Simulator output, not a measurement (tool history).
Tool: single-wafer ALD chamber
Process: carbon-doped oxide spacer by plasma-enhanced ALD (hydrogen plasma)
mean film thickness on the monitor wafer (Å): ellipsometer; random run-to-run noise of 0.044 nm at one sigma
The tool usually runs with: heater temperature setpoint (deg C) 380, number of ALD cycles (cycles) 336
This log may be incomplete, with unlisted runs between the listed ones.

run	day	heater temperature setpoint (deg C)	number of ALD cycles (cycles)	read-back reference wafer on the same gauge, thickness_nm	mean film thickness on the monitor wafer (Å)
1	0	380	336	16.331	177.2
2	1.192	380	336	16.328	177.92
3	2.567	380	336	16.341	178.2
4	4.029	380	336	16.368	177.88
5	5.188	380	336	16.358	177.89
6	6.346	380	336	16.371	179.03
7	7.383	376	336	16.381	179.11
8	7.933	376	336	16.4	178.53
9	8.596	373	387	16.408	205.23
10	9.204	373	387	16.422	206.17
11	10.346	380	336	16.42	178.62
12	11.688	380	336	16.423	179.27
13	12.7	380	336	16.438	178.92
14	14.1	380	336	16.47	180.19
15	15.579	380	336	16.482	179.92
16	16.158	380	336	16.496	178.8
17	17.254	380	336	16.513	179.76
18	18.625	380	336	16.521	180.52
19	19.6	370	365	16.534	195.33
20	20.65	390	363	16.557	194.85
21	21.679	366	384	16.586	206.56
22	22.979	380	371	16.613	199.64
23	23.488	390	357	16.288	189.05
24	24.396	380	278	16.276	146.65
25	25.592	371	310	16.283	162.9
26	26.667	391	387	16.283	205.11
27	27.75	373	361	16.271	191.51
28	28.812	380	336	16.271	176.77
29	29.317	375	336	16.285	177.33
30	30.238	380	336	16.294	176.78
31	31.046	380	295	16.292	155.13
32	31.696	388	273	16.275	144.32
33	32.438	380	336	16.295	177.8
34	33.104	380	336	16.295	177.56
35	36.942	370	288	16.316	152.42
36	38.133	385	380	16.329	201.14

The log once held 2 entries between its listed runs, left out of this copy. Where does each go, and what is different about the tool's unlogged condition between the listed run before it and the listed run after it?
Logged between run 18 and run 19: thermocouple changed; heater temperature recalibrated (day 19.579)
  gauge reads high (%): 1.4 -> 1.5
  measured less the result without the state, mean film thickness on the monitor wafer (Å): +2.49 -> +2.88
Logged between run 22 and run 23: gauge calibrated (day 23.467)
  gauge reads high (%): 1.86 -> -0.124
  measured less the result without the state, mean film thickness on the monitor wafer (Å): +3.63 -> -0.24
